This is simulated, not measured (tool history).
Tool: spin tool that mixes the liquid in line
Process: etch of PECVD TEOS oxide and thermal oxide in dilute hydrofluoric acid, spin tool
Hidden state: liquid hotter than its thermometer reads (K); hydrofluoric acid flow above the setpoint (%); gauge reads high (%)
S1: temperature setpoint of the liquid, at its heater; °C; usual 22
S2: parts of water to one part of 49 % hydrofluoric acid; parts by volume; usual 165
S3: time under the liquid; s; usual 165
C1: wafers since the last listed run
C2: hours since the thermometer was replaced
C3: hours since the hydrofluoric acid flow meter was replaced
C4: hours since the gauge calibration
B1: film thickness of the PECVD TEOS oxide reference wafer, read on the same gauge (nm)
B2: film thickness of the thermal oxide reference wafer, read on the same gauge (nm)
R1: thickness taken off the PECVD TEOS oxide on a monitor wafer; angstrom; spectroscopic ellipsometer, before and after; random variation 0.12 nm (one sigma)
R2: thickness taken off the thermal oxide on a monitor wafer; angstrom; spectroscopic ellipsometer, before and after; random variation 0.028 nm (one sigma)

run   hour    S1   S2   S3   C1      C2     C3     C4     B1      B2     R1     R2
  1      0    22  165  165    0  1815.7  663.9  454.1  90.02      40  216.7  42.43
  2   12.5    22  165  165   87  1828.2  676.4  466.6  89.97  40.008  216.9  42.75
  3   22.4    22  165  165   69  1838.1  686.3  476.5     90  40.003  219.2  42.87
  4   35.2    22  165  165   89  1850.9  699.1  489.3  90.02  39.987  220.9   42.2
  5   51.5    22  165  165  114  1867.2  715.4  505.6  90.01  39.999  218.2  42.85
  6   58.1  17.5  165  165   46  1873.8    722  512.2  90.04  39.991  184.2  36.32
  7   67.1  26.5  110  115   63  1882.8    731  521.2     90  40.019  288.2  57.83
  8   74.6    22  165  165   52  1890.3  738.5  528.7  90.02  40.016  218.6  43.32
  9   86.8    19  120  235   85  1902.5  750.7  540.9  89.97  40.027    400  78.06
     118.4  -- gauge calibrated
       125  -- thermometer replaced
 10  125.4    24  165   95  263     0.4  789.3      7  89.98  40.003  125.1  24.77
 11  137.9  17.5  110  120   87    12.9  801.8   19.5  90.01  39.985  194.6  37.89
 12  172.9  18.5  165  165  245    47.9  836.8   54.5  90.02  40.007  175.2  34.76
     186.6  -- hydrofluoric acid flow meter replaced
 13  187.2    25  220  130   93    62.2    0.6   68.8  89.98  39.975    126  24.81
 14    195    24  165   95   54      70    8.4   76.6  90.03  40.003  126.1  24.93
 15  203.5    27  165  165   59    78.5   16.9   85.1  89.96   39.98  247.7  47.76
 16  209.5    22  165  165   42    84.5   22.9   91.1  90.03  40.023  202.8  39.95
 17    227    22  190  200  122     102   40.4  108.6  89.98  39.994  206.8  41.07
 18  241.6    22  110  165  102   116.6     55  123.2  90.06  39.981  321.4  63.62
 19  257.6    22  165  165  112   132.6     71  139.2  89.99  40.011  204.2  39.66
 20  274.1    20  185  240  115   149.1   87.5  155.7  90.03  39.971  239.7   46.7
 21  288.3    22  165  165   99   163.3  101.7  169.9  89.98  39.986  201.7  39.73
 22  299.1  20.5  215  195   75   174.1  112.5  180.7  90.01   39.99  165.3  32.39
 23  314.3  26.5  125  165  106   189.3  127.7  195.9  89.98  40.007  332.9  65.59
 24  325.7    27  115  165   79   200.7  139.1  207.3  90.03  40.013  377.9  73.44
 25  334.4    22  165  165   61   209.4  147.8    216  90.03  39.999  205.5  39.42

5 ways to go on from here, each from the tool as it stands after run 25. What would each give?
  A  334.9    22  165  165   3  209.9  148.3  216.5   ?   ?   ?   ?
  B  334.9    18  165   90   3  209.9  148.3  216.5   ?   ?   ?   ?
  C  334.9    19  210  165   3  209.9  148.3  216.5   ?   ?   ?   ?
  D  334.9  25.5  125   95   3  209.9  148.3  216.5   ?   ?   ?   ?
  E  334.9    26  165  165   3  209.9  148.3  216.5   ?   ?   ?   ?

run  B1  B2     R1     R2
  A  90  40    203  39.91
  B  90  40   94.6   18.6
  C  90  40  135.7  26.69
  D  90  40  184.7  36.33
  E  90  40    236  46.41
Without the tool's hidden state the same runs would have given:
run     R1     R2
  A  200.1  39.35
  B   93.2  18.33
  C  133.8  26.31
  D  182.1  35.82
  E  232.8  45.78

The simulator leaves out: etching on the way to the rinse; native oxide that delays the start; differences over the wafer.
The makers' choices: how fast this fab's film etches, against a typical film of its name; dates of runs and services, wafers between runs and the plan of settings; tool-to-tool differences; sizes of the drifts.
